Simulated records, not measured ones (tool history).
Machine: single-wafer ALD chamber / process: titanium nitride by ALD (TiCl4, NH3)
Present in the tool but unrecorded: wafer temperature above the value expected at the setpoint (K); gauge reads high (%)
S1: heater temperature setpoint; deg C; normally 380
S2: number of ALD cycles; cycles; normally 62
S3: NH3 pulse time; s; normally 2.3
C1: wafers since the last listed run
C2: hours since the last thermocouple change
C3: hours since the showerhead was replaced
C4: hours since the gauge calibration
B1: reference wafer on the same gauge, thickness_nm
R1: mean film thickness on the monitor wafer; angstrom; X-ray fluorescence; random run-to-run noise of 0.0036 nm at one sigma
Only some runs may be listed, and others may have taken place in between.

Run 1, hour 0: usual settings; C1 0; C2 2192.2; C3 3905.1; C4 132.7; B1 1.35. Result: R1 14.39 angstrom.
Run 2, hour 12.4: usual settings; C1 48; C2 2204.6; C3 3917.5; C4 145.1; B1 1.349. Result: R1 14.37 angstrom.
Run 3, hour 25.1: usual settings; C1 49; C2 2217.3; C3 3930.2; C4 157.8; B1 1.35. Result: R1 14.36 angstrom.
Run 4, hour 38.8: usual settings but S1 375 deg C, S2 70 cycles; C1 53; C2 2231; C3 3943.9; C4 171.5; B1 1.349. Result: R1 16.21 angstrom.
Run 5, hour 48.5: usual settings but S1 375 deg C, S2 70 cycles; C1 37; C2 2240.7; C3 3953.6; C4 181.2; B1 1.349. Result: R1 16.16 angstrom.
Run 6, hour 59.3: usual settings but S1 375 deg C, S2 70 cycles; C1 42; C2 2251.5; C3 3964.4; C4 192; B1 1.351. Result: R1 16.18 angstrom.
Run 7, hour 69.3: usual settings but S1 388 deg C, S3 1.92 s; C1 38; C2 2261.5; C3 3974.4; C4 202; B1 1.349. Result: R1 14.39 angstrom.
Run 8, hour 81.5: usual settings but S1 388 deg C; C1 47; C2 2273.7; C3 3986.6; C4 214.2; B1 1.35. Result: R1 14.44 angstrom.
Run 9, hour 88.5: usual settings but S1 388 deg C; C1 27; C2 2280.7; C3 3993.6; C4 221.2; B1 1.351. Result: R1 14.43 angstrom.
Run 10, hour 97.1: usual settings but S1 388 deg C; C1 33; C2 2289.3; C3 4002.2; C4 229.8; B1 1.35. Result: R1 14.41 angstrom.
Run 11, hour 113.8: usual settings; C1 65; C2 2306; C3 4018.9; C4 246.5; B1 1.35. Result: R1 14.45 angstrom.
Run 12, hour 125.5: usual settings; C1 45; C2 2317.7; C3 4030.6; C4 258.2; B1 1.351. Result: R1 14.41 angstrom.
Run 13, hour 137.8: usual settings; C1 47; C2 2330; C3 4042.9; C4 270.5; B1 1.35. Result: R1 14.43 angstrom.
Run 14, hour 152.6: usual settings but S2 68 cycles; C1 57; C2 2344.8; C3 4057.7; C4 285.3; B1 1.351. Result: R1 15.78 angstrom.
Run 15, hour 169.9: usual settings; C1 67; C2 2362.1; C3 4075; C4 302.6; B1 1.349. Result: R1 14.41 angstrom.
Run 16, hour 187: usual settings but S1 390 deg C; C1 66; C2 2379.2; C3 4092.1; C4 319.7; B1 1.351. Result: R1 14.45 angstrom.
Run 17, hour 196.1: usual settings but S1 390 deg C; C1 35; C2 2388.3; C3 4101.2; C4 328.8; B1 1.351. Result: R1 14.5 angstrom.
At hour 215: showerhead replaced.
Run 18, hour 215.5: usual settings but S1 385 deg C, S3 1.53 s; C1 44; C2 2407.7; C3 0.5; C4 348.2; B1 1.349. Result: R1 14.2 angstrom.
Run 19, hour 223.7: usual settings but S1 393 deg C, S3 2.83 s; C1 31; C2 2415.9; C3 8.7; C4 356.4; B1 1.35. Result: R1 14.64 angstrom.
Run 20, hour 237.5: usual settings; C1 53; C2 2429.7; C3 22.5; C4 370.2; B1 1.351. Result: R1 14.36 angstrom.
At hour 245.6: gauge calibrated.
Run 21, hour 249.4: usual settings but S1 391 deg C, S3 1.42 s; C1 46; C2 2441.6; C3 34.4; C4 3.8; B1 1.35. Result: R1 14.18 angstrom.
At hour 265.5: thermocouple changed; heater temperature recalibrated.
Run 22, hour 266.9: usual settings but S1 374 deg C, S2 51 cycles, S3 2.98 s; C1 37; C2 1.4; C3 51.9; C4 21.3; B1 1.349. Result: R1 11.98 angstrom.
Run 23, hour 273.5: usual settings but S1 393 deg C, S2 50 cycles, S3 1.47 s; C1 25; C2 8; C3 58.5; C4 27.9; B1 1.351. Result: R1 11.49 angstrom.
Run 24, hour 281.8: usual settings but S1 368 deg C, S3 1.52 s; C1 32; C2 16.3; C3 66.8; C4 36.2; B1 1.35. Result: R1 13.85 angstrom.
Run 25, hour 291: usual settings but S2 69 cycles, S3 2.98 s; C1 35; C2 25.5; C3 76; C4 45.4; B1 1.35. Result: R1 16.09 angstrom.
Run 26, hour 298.1: usual settings; C1 27; C2 32.6; C3 83.1; C4 52.5; B1 1.35. Result: R1 14.37 angstrom.
Run 27, hour 317.4: usual settings but S2 71 cycles, S3 1.8 s; C1 75; C2 51.9; C3 102.4; C4 71.8; B1 1.35. Result: R1 16.31 angstrom.
Run 28, hour 330.4: usual settings; C1 50; C2 64.9; C3 115.4; C4 84.8; B1 1.35. Result: R1 14.39 angstrom.
Run 29, hour 336.5: usual settings but S1 385 deg C, S2 55 cycles, S3 2.86 s; C1 23; C2 71; C3 121.5; C4 90.9; B1 1.349. Result: R1 12.91 angstrom.
Run 30, hour 343.4: usual settings; C1 26; C2 77.9; C3 128.4; C4 97.8; B1 1.349. Result: R1 14.37 angstrom.
Run 31, hour 360.8: usual settings but S1 376 deg C, S2 69 cycles, S3 2.63 s; C1 67; C2 95.3; C3 145.8; C4 115.2; B1 1.35. Result: R1 16.06 angstrom.
Run 32, hour 373.5: usual settings; C1 49; C2 108; C3 158.5; C4 127.9; B1 1.349. Result: R1 14.39 angstrom.
Run 33, hour 387.7: usual settings but S3 2.96 s; C1 55; C2 122.2; C3 172.7; C4 142.1; B1 1.35. Result: R1 14.52 angstrom.
Run 34, hour 405.4: usual settings but S3 2.01 s; C1 68; C2 139.9; C3 190.4; C4 159.8; B1 1.351. Result: R1 14.24 angstrom.

3 ways to go on from here, each from the tool as it stands after run 34. What would each give?
Run A, hour 405.9: usual settings but S2 74 cycles; C1 1; C2 140.4; C3 190.9; C4 160.3; B1 ?. Result: R1 ?.
Run B, hour 405.9: usual settings but S1 391 deg C; C1 1; C2 140.4; C3 190.9; C4 160.3; B1 ?. Result: R1 ?.
Run C, hour 405.9: usual settings but S2 70 cycles; C1 1; C2 140.4; C3 190.9; C4 160.3; B1 ?. Result: R1 ?.

run    B1     R1
  A  1.35  17.27
  B  1.35  14.58
  C  1.35  16.34
Take away the tool's hidden state, keep each run's random variation, and the runs would have read:
run     R1
  A  17.27
  B  14.58
  C  16.34

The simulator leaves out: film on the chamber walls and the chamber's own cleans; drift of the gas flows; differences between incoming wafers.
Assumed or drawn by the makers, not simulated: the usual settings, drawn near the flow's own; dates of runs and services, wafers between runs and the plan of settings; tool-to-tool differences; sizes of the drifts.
